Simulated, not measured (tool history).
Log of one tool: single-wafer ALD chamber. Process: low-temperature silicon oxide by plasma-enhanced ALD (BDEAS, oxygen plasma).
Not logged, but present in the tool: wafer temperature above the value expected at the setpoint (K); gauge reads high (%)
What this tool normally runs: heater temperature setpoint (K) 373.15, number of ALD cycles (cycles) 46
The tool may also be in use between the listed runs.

run	hour	heater temperature setpoint (K)	number of ALD cycles (cycles)	wafers since the last listed run	hours since the last thermocouple change	hours since the gauge calibration	read-back reference wafer on the same gauge, thickness_nm	mean film thickness on the monitor wafer (angstrom)
1	0	373.15	48	0	2094.6	20.4	6.853	76.22
2	15	373.15	46	106	2109.6	35.4	6.852	72.87
3	23.2	373.15	46	58	2117.8	43.6	6.848	72.77
4	36.9	373.15	46	97	2131.5	57.3	6.847	72.75
5	45.4	373.15	46	60	2140	65.8	6.846	72.57
6	52.4	373.15	46	49	2147	72.8	6.85	72.57
7	69.4	373.15	46	120	2164	89.8	6.849	72.58
8	78.7	373.15	46	66	2173.3	99.1	6.851	72.82
9	88.6	373.15	46	70	2183.2	109	6.854	73.04
10	105.7	373.15	46	121	2200.3	126.1	6.852	72.6
11	116.6	373.15	46	77	2211.2	137	6.849	72.97
# hour 125.3: thermocouple changed; heater temperature recalibrated
12	125.8	373.15	46	8	0.5	146.2	6.849	72.64
13	133.7	373.15	46	56	8.4	154.1	6.852	72.73
14	142.1	373.15	46	59	16.8	162.5	6.848	72.79
15	154.3	373.15	46	86	29	174.7	6.852	72.59
16	166.3	373.15	46	85	41	186.7	6.847	73.22
17	184	373.15	46	125	58.7	204.4	6.852	72.92
18	194.5	385.15	54	74	69.2	214.9	6.849	83.72
19	208.8	387.15	43	101	83.5	229.2	6.852	66.1
20	216.2	377.15	39	52	90.9	236.6	6.848	61.3
21	226.7	373.15	46	74	101.4	247.1	6.847	72.87
22	234.3	373.15	46	54	109	254.7	6.85	72.49
23	243.2	373.15	46	63	117.9	263.6	6.851	72.65
24	251.2	385.15	46	56	125.9	271.6	6.851	71.46
25	259	381.15	38	55	133.7	279.4	6.849	59.26
26	265.1	373.15	46	43	139.8	285.5	6.853	72.78
27	280	364.15	41	106	154.7	300.4	6.847	66.74
# hour 280.4: gauge calibrated
28	295.8	365.15	49	112	170.5	15.4	6.848	79.47
29	303	379.15	54	51	177.7	22.6	6.849	84.9
30	310.6	367.15	38	54	185.3	30.2	6.849	61.4
31	329.2	373.15	46	132	203.9	48.8	6.846	72.96
32	340.3	387.15	41	78	215	59.9	6.849	63.45
33	354.9	369.15	46	103	229.6	74.5	6.849	73.41
34	367.6	373.15	46	90	242.3	87.2	6.852	72.85

For each entry between runs, how does the tool's hidden state at the last listed run before it compare with that at the first listed run after it?
In the gap between runs 11 and 12: thermocouple changed; heater temperature recalibrated (hour 125.3)
  both runs share identical hidden conditions
In the gap between runs 27 and 28: gauge calibrated (hour 280.4)
  both runs share identical hidden conditions
